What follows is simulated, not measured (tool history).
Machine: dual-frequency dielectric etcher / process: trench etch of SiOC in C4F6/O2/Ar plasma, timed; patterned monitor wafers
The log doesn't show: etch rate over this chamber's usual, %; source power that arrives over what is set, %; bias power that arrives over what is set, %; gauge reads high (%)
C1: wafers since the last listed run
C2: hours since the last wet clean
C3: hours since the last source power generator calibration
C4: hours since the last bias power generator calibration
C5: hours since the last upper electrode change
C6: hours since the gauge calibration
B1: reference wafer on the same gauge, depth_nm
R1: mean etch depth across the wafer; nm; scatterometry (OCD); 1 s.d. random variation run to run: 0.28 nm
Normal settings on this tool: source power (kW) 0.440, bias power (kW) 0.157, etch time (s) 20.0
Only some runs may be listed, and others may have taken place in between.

Run 1, hour 0.0: usual settings but etch time (s) 18.0; C1 0; C2 608.5; C3 2230.8; C4 1207.8; C5 4065.3; C6 1107.8; B1 40.98. Result: R1 42.03 nm.
At hour 8.6: wet clean of the chamber.
Run 2, hour 38.6: usual settings but etch time (s) 18.0; C1 664; C2 30.0; C3 2269.4; C4 1246.4; C5 4103.9; C6 1146.4; B1 41.05. Result: R1 40.11 nm.
Run 3, hour 120.6: usual settings but etch time (s) 18.0; C1 1819; C2 112.0; C3 2351.4; C4 1328.4; C5 4185.9; C6 1228.4; B1 41.09. Result: R1 40.26 nm.
Run 4, hour 163.7: usual settings but etch time (s) 23.0; C1 956; C2 155.1; C3 2394.5; C4 1371.5; C5 4229.0; C6 1271.5; B1 41.00. Result: R1 52.09 nm.
Run 5, hour 207.6: usual settings but etch time (s) 23.0; C1 974; C2 199.0; C3 2438.4; C4 1415.4; C5 4272.9; C6 1315.4; B1 41.10. Result: R1 52.08 nm.
Run 6, hour 308.9: usual settings but etch time (s) 23.0; C1 2248; C2 300.3; C3 2539.7; C4 1516.7; C5 4374.2; C6 1416.7; B1 41.06. Result: R1 51.58 nm.
Run 7, hour 406.3: usual settings; C1 2161; C2 397.7; C3 2637.1; C4 1614.1; C5 4471.6; C6 1514.1; B1 41.03. Result: R1 45.37 nm.
Run 8, hour 484.4: usual settings but bias power (kW) 0.142, etch time (s) 16.5; C1 1733; C2 475.8; C3 2715.2; C4 1692.2; C5 4549.7; C6 1592.2; B1 41.01. Result: R1 36.18 nm.
At hour 581.8: wet clean of the chamber.
Run 9, hour 582.3: usual settings but bias power (kW) 0.142, etch time (s) 16.5; C1 1640; C2 0.5; C3 2813.1; C4 1790.1; C5 4647.6; C6 1690.1; B1 41.05. Result: R1 35.59 nm.
At hour 622.7: gauge calibrated.
Run 10, hour 641.2: usual settings but bias power (kW) 0.142, etch time (s) 16.5; C1 1307; C2 59.4; C3 2872.0; C4 1849.0; C5 4706.5; C6 18.5; B1 40.94. Result: R1 35.68 nm.
At hour 663.1: bias power generator calibrated.
Run 11, hour 725.6: usual settings; C1 1784; C2 143.8; C3 2956.4; C4 62.5; C5 4790.9; C6 102.9; B1 41.04. Result: R1 44.72 nm.
Run 12, hour 790.8: usual settings; C1 1447; C2 209.0; C3 3021.6; C4 127.7; C5 4856.1; C6 168.1; B1 41.10. Result: R1 44.64 nm.
Run 13, hour 875.9: usual settings; C1 1888; C2 294.1; C3 3106.7; C4 212.8; C5 4941.2; C6 253.2; B1 40.99. Result: R1 45.59 nm.
At hour 1029.6: upper electrode replaced, of another model than before.
At hour 1033.2: source power generator calibrated.
Run 14, hour 1033.7: usual settings but source power (kW) 0.380, bias power (kW) 0.183; C1 2887; C2 451.9; C3 0.5; C4 370.6; C5 4.1; C6 411.0; B1 41.03. Result: R1 44.83 nm.
Run 15, hour 1105.7: usual settings but source power (kW) 0.500; C1 1597; C2 523.9; C3 72.5; C4 442.6; C5 76.1; C6 483.0; B1 40.92. Result: R1 48.39 nm.
At hour 1197.7: wet clean of the chamber.
Run 16, hour 1198.2: usual settings but source power (kW) 0.350, bias power (kW) 0.128, etch time (s) 15.0; C1 1520; C2 0.5; C3 165.0; C4 535.1; C5 168.6; C6 575.5; B1 40.96. Result: R1 29.23 nm.
Run 17, hour 1258.3: usual settings; C1 1333; C2 60.6; C3 225.1; C4 595.2; C5 228.7; C6 635.6; B1 41.10. Result: R1 44.75 nm.
Run 18, hour 1344.1: usual settings but source power (kW) 0.370, etch time (s) 15.0; C1 1904; C2 146.4; C3 310.9; C4 681.0; C5 314.5; C6 721.4; B1 40.98. Result: R1 31.29 nm.
Run 19, hour 1446.4: usual settings but source power (kW) 0.400, bias power (kW) 0.135, etch time (s) 18.5; C1 2270; C2 248.7; C3 413.2; C4 783.3; C5 416.8; C6 823.7; B1 40.94. Result: R1 38.75 nm.
Run 20, hour 1513.1: usual settings; C1 1480; C2 315.4; C3 479.9; C4 850.0; C5 483.5; C6 890.4; B1 40.92. Result: R1 45.43 nm.
Run 21, hour 1619.3: usual settings but source power (kW) 0.400, bias power (kW) 0.142, etch time (s) 15.5; C1 2357; C2 421.6; C3 586.1; C4 956.2; C5 589.7; C6 996.6; B1 41.08. Result: R1 33.26 nm.
Run 22, hour 1655.7: usual settings but source power (kW) 0.510, etch time (s) 23.5; C1 807; C2 458.0; C3 622.5; C4 992.6; C5 626.1; C6 1033.0; B1 40.97. Result: R1 55.99 nm.

Each row is a separate what-if for the run after 22, all from the same tool condition, not one after another. Results?
Run A, hour 1656.1: usual settings but bias power (kW) 0.120; C1 8; C2 458.4; C3 622.9; C4 993.0; C5 626.5; C6 1033.4; B1 ?. Result: R1 ?.
Run B, hour 1656.1: usual settings but source power (kW) 0.360, etch time (s) 26.0; C1 8; C2 458.4; C3 622.9; C4 993.0; C5 626.5; C6 1033.4; B1 ?. Result: R1 ?.
Run C, hour 1656.1: usual settings but source power (kW) 0.390, etch time (s) 25.5; C1 8; C2 458.4; C3 622.9; C4 993.0; C5 626.5; C6 1033.4; B1 ?. Result: R1 ?.

run     B1     R1
  A  41.08  43.05
  B  41.08  55.08
  C  41.08  55.59
With no hidden state in the tool, these same runs would have given:
run     R1
  A  41.91
  B  53.62
  C  54.12
